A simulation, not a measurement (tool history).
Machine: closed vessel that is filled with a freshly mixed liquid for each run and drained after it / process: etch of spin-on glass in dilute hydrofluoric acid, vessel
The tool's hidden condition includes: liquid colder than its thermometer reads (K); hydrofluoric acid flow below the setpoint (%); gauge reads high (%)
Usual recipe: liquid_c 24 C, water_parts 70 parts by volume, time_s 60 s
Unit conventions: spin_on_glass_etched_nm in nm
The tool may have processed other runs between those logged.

run,hour,liquid_c,water_parts,time_s,wafers since the last listed run,hours since the thermometer was replaced,hours since the hydrofluoric acid flow meter was replaced,hours since the gauge calibration,"read-back film thickness of the spin-on glass reference wafer, read on the same gauge (nm)",spin_on_glass_etched_nm
1,0,24,70,60,0,1549.6,659.1,753.4,120,29.49
2,134.4,24,70,60,12890,1684,793.5,887.8,119.99,30.47
3,203.9,24,70,60,6665,1753.5,863,957.3,120.01,29.67
4,311.2,24,70,60,10290,1860.8,970.3,1064.6,119.98,29.5
5,349.4,24,80,60,3663,1899,1008.5,1102.8,119.96,26.05
6,454.8,24,80,60,10108,2004.4,1113.9,1208.2,119.98,25.36
7,513.1,24,80,60,5591,2062.7,1172.2,1266.5,119.96,25.33
# hour 533.1: gauge calibrated
8,619.8,24,70,60,10233,2169.4,1278.9,86.7,120.06,29.19
9,715.5,24,70,60,9178,2265.1,1374.6,182.4,119.99,28.92
10,807.9,24,55,30,8861,2357.5,1467,274.8,120,18.97
11,847,24,70,60,3750,2396.6,1506.1,313.9,120.06,29.26
12,920.1,24,70,60,7010,2469.7,1579.2,387,119.97,28.85
# hour 933.8: thermometer replaced
13,983.5,24,40,60,5984,49.7,1642.6,450.4,120,57.33
# hour 1037.6: hydrofluoric acid flow meter replaced
14,1084.6,24,70,80,9600,150.8,47,551.5,119.98,42.5
15,1189.8,26.5,40,70,10089,256,152.2,656.7,120.05,74.56
16,1270.3,26.5,70,40,7720,336.5,232.7,737.2,119.94,23.1
17,1315,28,40,35,4287,381.2,277.4,781.9,120.05,38.93
18,1399.5,24,100,60,8104,465.7,361.9,866.4,120.03,20.83

Below are 5 alternative next runs, each starting from the tool's condition after run 18. Predict each:
A,1400.2,24,95,60,67,466.4,362.6,867.1,?,?
B,1400.2,24,80,75,67,466.4,362.6,867.1,?,?
C,1400.2,20.5,70,60,67,466.4,362.6,867.1,?,?
D,1400.2,21,70,75,67,466.4,362.6,867.1,?,?
E,1400.2,26,95,75,67,466.4,362.6,867.1,?,?

run,"read-back film thickness of the spin-on glass reference wafer, read on the same gauge (nm)",spin_on_glass_etched_nm
A,119.98,22.4
B,119.98,33.88
C,119.98,27.14
D,119.98,34.65
E,119.98,30.31
Without the tool's hidden state the same runs would have given:
run,spin_on_glass_etched_nm
A,22.89
B,34.62
C,27.76
D,35.44
E,30.96
